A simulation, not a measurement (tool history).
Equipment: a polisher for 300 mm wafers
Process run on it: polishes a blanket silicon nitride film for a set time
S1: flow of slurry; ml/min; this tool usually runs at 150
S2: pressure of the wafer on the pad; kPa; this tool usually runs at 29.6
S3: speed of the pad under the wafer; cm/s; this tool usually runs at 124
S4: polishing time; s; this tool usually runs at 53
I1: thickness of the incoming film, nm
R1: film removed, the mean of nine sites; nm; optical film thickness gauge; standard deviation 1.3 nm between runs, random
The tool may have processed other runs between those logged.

run 1 hour=0 | S1=150 S2=29.6 S3=124 S4=53 | I1=386.5 | R1=132.1
run 2 hour=31.2 | S1=150 S2=29.6 S3=124 S4=53 | I1=376.4 | R1=131.2
run 3 hour=76.5 | S1=150 S2=29.6 S3=124 S4=53 | I1=377.8 | R1=130
run 4 hour=104.6 | S1=150 S2=29.6 S3=124 S4=53 | I1=384.1 | R1=131.4
run 5 hour=173.8 | S1=150 S2=29.6 S3=102 S4=53 | I1=383 | R1=125.6
run 6 hour=233.2 | S1=150 S2=29.6 S3=102 S4=53 | I1=378.3 | R1=118.9
run 7 hour=257.8 | S1=160 S2=29.6 S3=124 S4=49 | I1=380.4 | R1=127.7
run 8 hour=284.9 | S1=170 S2=29.6 S3=110 S4=53 | I1=379.4 | R1=126.5
run 9 hour=340.6 | S1=150 S2=29.6 S3=124 S4=53 | I1=380.4 | R1=136.1
run 10 hour=369.4 | S1=150 S2=29.6 S3=124 S4=53 | I1=376.3 | R1=134.1
run 11 hour=419.5 | S1=150 S2=29.6 S3=124 S4=53 | I1=385 | R1=133.7
run 12 hour=477.5 | S1=150 S2=29.6 S3=124 S4=53 | I1=375.6 | R1=133.3
run 13 hour=591.7 | S1=150 S2=29.6 S3=124 S4=53 | I1=383 | R1=139.9
run 14 hour=633.6 | S1=150 S2=29.6 S3=124 S4=53 | I1=383.1 | R1=137
run 15 hour=678.2 | S1=150 S2=40 S3=108 S4=53 | I1=380.5 | R1=164.3
run 16 hour=763.8 | S1=150 S2=29.6 S3=124 S4=53 | I1=380.6 | R1=134.2
run 17 hour=789 | S1=150 S2=29.6 S3=124 S4=53 | I1=379 | R1=131
run 18 hour=837 | S1=150 S2=32.4 S3=150 S4=46 | I1=377.4 | R1=144.1
run 19 hour=873 | S1=150 S2=29.6 S3=124 S4=53 | I1=383.9 | R1=131.7
run 20 hour=922.9 | S1=150 S2=29.6 S3=124 S4=53 | I1=378.2 | R1=132.4
run 21 hour=990.7 | S1=130 S2=29.6 S3=164 S4=53 | I1=380.8 | R1=154.8
run 22 hour=1016.6 | S1=150 S2=29.6 S3=124 S4=53 | I1=378.7 | R1=130.3
run 23 hour=1066.6 | S1=170 S2=29.6 S3=124 S4=53 | I1=381.8 | R1=145.4
run 24 hour=1112.6 | S1=110 S2=29.6 S3=124 S4=66 | I1=385.6 | R1=161.8
run 25 hour=1165.8 | S1=110 S2=22.1 S3=108 S4=53 | I1=380.1 | R1=86.3
run 26 hour=1214.4 | S1=110 S2=22.1 S3=108 S4=53 | I1=384.4 | R1=86.1
run 27 hour=1271.6 | S1=150 S2=29.6 S3=124 S4=53 | I1=376.3 | R1=135.4
run 28 hour=1334 | S1=190 S2=29.6 S3=96 S4=38 | I1=384.9 | R1=82
run 29 hour=1364.9 | S1=130 S2=29.6 S3=124 S4=53 | I1=386.2 | R1=130.1
run 30 hour=1415.3 | S1=180 S2=29.6 S3=110 S4=53 | I1=372.3 | R1=127
run 31 hour=1460.4 | S1=180 S2=37.9 S3=90 S4=65 | I1=371.6 | R1=169.8
run 32 hour=1511.1 | S1=185 S2=26.9 S3=124 S4=41 | I1=382.3 | R1=102
run 33 hour=1560.7 | S1=175 S2=29.6 S3=86 S4=53 | I1=378.2 | R1=107.4
run 34 hour=1589.7 | S1=150 S2=29.6 S3=124 S4=46 | I1=372.2 | R1=119.2
run 35 hour=1632 | S1=150 S2=29.6 S3=90 S4=40 | I1=382 | R1=83.1
run 36 hour=1684.6 | S1=165 S2=29.6 S3=142 S4=43 | I1=378.5 | R1=122.4
run 37 hour=1746 | S1=190 S2=34.5 S3=138 S4=61 | I1=381.5 | R1=204.2

Put back what was entered between runs (12 entries, withheld): which listed runs does each sit between, and how does the hidden state differ from the listed run before to the listed run after?
In the gap between runs 4 and 5: worn pad replaced by a new one (hour 163.5)
  removal rate lost through wear of the pad, %: 9.34 -> 1.54
  measured minus no-state result, R1: -13.6 -> -2 nm
In the gap between runs 7 and 8: slurry nozzle cleaned (hour 260.1)
  removal rate lost through wear of the pad, %: 5.09 -> 5.87
  measured minus no-state result, R1: -6.8 -> -7.9 nm
In the gap between runs 8 and 9: head pressure recalibrated (hour 323.1)
  removal rate lost through wear of the pad, %: 5.87 -> 7.08
  measured minus no-state result, R1: -7.9 -> -10.3 nm
In the gap between runs 12 and 13: worn pad replaced by a new one (hour 551.8)
  removal rate lost through wear of the pad, %: 8.68 -> 3.86
  measured minus no-state result, R1: -12.7 -> -5.6 nm
In the gap between runs 15 and 16: head pressure recalibrated (hour 751.3); slurry nozzle cleaned (hour 751.6)
  removal rate lost through wear of the pad, %: 6.84 -> 8.48
  measured minus no-state result, R1: -12 -> -12.5 nm
In the gap between runs 22 and 23: worn pad replaced by a new one (hour 1055.2)
  removal rate lost through wear of the pad, %: 10.2 -> 1.03
  measured minus no-state result, R1: -14.7 -> -1.5 nm
In the gap between runs 25 and 26: slurry nozzle cleaned (hour 1199.3)
  removal rate lost through wear of the pad, %: 5.01 -> 6.17
  measured minus no-state result, R1: -4.5 -> -5.6 nm
In the gap between runs 26 and 27: head pressure recalibrated (hour 1224.3)
  removal rate lost through wear of the pad, %: 6.17 -> 7.13
  measured minus no-state result, R1: -5.6 -> -10.4 nm
In the gap between runs 31 and 32: worn pad replaced by a new one (hour 1499.5)
  removal rate lost through wear of the pad, %: 8.59 -> 1.7
  measured minus no-state result, R1: -16 -> -1.7 nm
In the gap between runs 34 and 35: head pressure recalibrated (hour 1619.9); slurry nozzle cleaned (hour 1626.5)
  removal rate lost through wear of the pad, %: 5.05 -> 6.24
  measured minus no-state result, R1: -6.3 -> -5.5 nm
